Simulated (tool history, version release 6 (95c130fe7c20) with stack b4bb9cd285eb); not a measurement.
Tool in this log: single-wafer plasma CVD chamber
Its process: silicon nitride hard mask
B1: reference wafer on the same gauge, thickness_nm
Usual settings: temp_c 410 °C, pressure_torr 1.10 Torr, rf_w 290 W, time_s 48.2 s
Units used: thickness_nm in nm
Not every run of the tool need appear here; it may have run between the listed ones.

{"run": 1, "day": 0.0, "temp_c": 410, "pressure_torr": 1.1, "rf_w": 290, "time_s": 48.2, "B1": 41.695, "thickness_nm": 51.236}
{"run": 2, "day": 0.571, "temp_c": 410, "pressure_torr": 1.1, "rf_w": 290, "time_s": 48.2, "B1": 41.68, "thickness_nm": 51.375}
{"day": 0.633, "done": "gauge calibrated"}
{"run": 3, "day": 0.942, "temp_c": 410, "pressure_torr": 1.1, "rf_w": 290, "time_s": 52.3, "B1": 41.717, "thickness_nm": 55.86}
{"day": 1.342, "done": "RF generator calibrated"}
{"run": 4, "day": 1.362, "temp_c": 410, "pressure_torr": 1.1, "rf_w": 290, "time_s": 48.2, "B1": 41.721, "thickness_nm": 51.567}
{"day": 1.988, "done": "thermocouple changed; heater temperature recalibrated"}
{"run": 5, "day": 2.008, "temp_c": 410, "pressure_torr": 1.1, "rf_w": 290, "time_s": 48.2, "B1": 41.692, "thickness_nm": 51.337}
{"run": 6, "day": 2.054, "temp_c": 417, "pressure_torr": 1.1, "rf_w": 250, "time_s": 48.2, "B1": 41.696, "thickness_nm": 48.439}
{"run": 7, "day": 2.388, "temp_c": 423, "pressure_torr": 1.1, "rf_w": 290, "time_s": 38.6, "B1": 41.703, "thickness_nm": 41.059}
{"day": 3.054, "done": "capacitance manometer re-zeroed and calibrated"}
{"run": 8, "day": 3.075, "temp_c": 410, "pressure_torr": 1.1, "rf_w": 290, "time_s": 48.2, "B1": 41.708, "thickness_nm": 47.646}
{"run": 9, "day": 3.488, "temp_c": 400, "pressure_torr": 1.2, "rf_w": 315, "time_s": 48.2, "B1": 41.711, "thickness_nm": 51.543}
{"run": 10, "day": 3.988, "temp_c": 410, "pressure_torr": 1.1, "rf_w": 290, "time_s": 48.2, "B1": 41.716, "thickness_nm": 47.423}
{"run": 11, "day": 4.675, "temp_c": 405, "pressure_torr": 1.1, "rf_w": 250, "time_s": 48.2, "B1": 41.698, "thickness_nm": 45.073}
{"run": 12, "day": 5.254, "temp_c": 398, "pressure_torr": 0.99, "rf_w": 290, "time_s": 52.2, "B1": 41.702, "thickness_nm": 49.245}
{"run": 13, "day": 5.783, "temp_c": 404, "pressure_torr": 1.22, "rf_w": 290, "time_s": 40.7, "B1": 41.699, "thickness_nm": 42.347}
{"run": 14, "day": 6.383, "temp_c": 410, "pressure_torr": 1.1, "rf_w": 290, "time_s": 48.2, "B1": 41.692, "thickness_nm": 47.672}
{"day": 6.783, "done": "showerhead replaced"}
{"day": 6.8, "done": "capacitance manometer re-zeroed and calibrated, repeated, since the last time left the tool worse"}
{"run": 15, "day": 6.942, "temp_c": 410, "pressure_torr": 1.1, "rf_w": 275, "time_s": 48.2, "B1": 41.696, "thickness_nm": 48.771}
{"run": 16, "day": 7.342, "temp_c": 422, "pressure_torr": 1.1, "rf_w": 290, "time_s": 48.2, "B1": 41.707, "thickness_nm": 49.688}
{"run": 17, "day": 8.875, "temp_c": 410, "pressure_torr": 1.1, "rf_w": 270, "time_s": 48.2, "B1": 41.709, "thickness_nm": 48.449}
{"run": 18, "day": 9.271, "temp_c": 410, "pressure_torr": 1.2, "rf_w": 290, "time_s": 48.2, "B1": 41.702, "thickness_nm": 51.865}
{"run": 19, "day": 9.738, "temp_c": 410, "pressure_torr": 1.1, "rf_w": 290, "time_s": 48.2, "B1": 41.692, "thickness_nm": 49.819}
{"run": 20, "day": 10.371, "temp_c": 397, "pressure_torr": 1.32, "rf_w": 340, "time_s": 54.5, "B1": 41.708, "thickness_nm": 65.331}
{"run": 21, "day": 10.879, "temp_c": 410, "pressure_torr": 1.1, "rf_w": 290, "time_s": 48.2, "B1": 41.718, "thickness_nm": 49.972}
{"run": 22, "day": 11.167, "temp_c": 410, "pressure_torr": 1.1, "rf_w": 290, "time_s": 41.8, "B1": 41.686, "thickness_nm": 43.428}
{"run": 23, "day": 11.883, "temp_c": 410, "pressure_torr": 1.1, "rf_w": 340, "time_s": 53.2, "B1": 41.694, "thickness_nm": 58.8}
{"run": 24, "day": 12.483, "temp_c": 410, "pressure_torr": 1.1, "rf_w": 290, "time_s": 48.2, "B1": 41.687, "thickness_nm": 50.086}
{"run": 25, "day": 12.954, "temp_c": 410, "pressure_torr": 0.87, "rf_w": 290, "time_s": 48.2, "B1": 41.693, "thickness_nm": 44.406}
{"run": 26, "day": 13.308, "temp_c": 410, "pressure_torr": 1.23, "rf_w": 305, "time_s": 48.2, "B1": 41.714, "thickness_nm": 53.52}
{"run": 27, "day": 13.804, "temp_c": 410, "pressure_torr": 1.1, "rf_w": 290, "time_s": 41.9, "B1": 41.706, "thickness_nm": 43.438}
{"run": 28, "day": 14.25, "temp_c": 410, "pressure_torr": 1.2, "rf_w": 330, "time_s": 48.2, "B1": 41.698, "thickness_nm": 54.716}

Alternative continuations, all from the tool just after run 28; predict every row:
{"run": "A", "day": 14.267, "temp_c": 410, "pressure_torr": 0.94, "rf_w": 290, "time_s": 48.2, "B1": "?", "thickness_nm": "?"}
{"run": "B", "day": 14.267, "temp_c": 410, "pressure_torr": 1.36, "rf_w": 315, "time_s": 41.1, "B1": "?", "thickness_nm": "?"}
{"run": "C", "day": 14.267, "temp_c": 399, "pressure_torr": 1.1, "rf_w": 310, "time_s": 44.8, "B1": "?", "thickness_nm": "?"}
{"run": "D", "day": 14.267, "temp_c": 410, "pressure_torr": 1.38, "rf_w": 290, "time_s": 48.2, "B1": "?", "thickness_nm": "?"}
{"run": "E", "day": 14.267, "temp_c": 397, "pressure_torr": 1.32, "rf_w": 340, "time_s": 48.2, "B1": "?", "thickness_nm": "?"}

run=A B1=41.712 thickness_nm=46.459
run=B B1=41.712 thickness_nm=48.139
run=C B1=41.712 thickness_nm=48.071
run=D B1=41.712 thickness_nm=54.863
run=E B1=41.712 thickness_nm=57.924
With no hidden state in the tool, these same runs would have given:
run=A thickness_nm=46.498
run=B thickness_nm=48.170
run=C thickness_nm=48.106
run=D thickness_nm=54.898
run=E thickness_nm=57.962
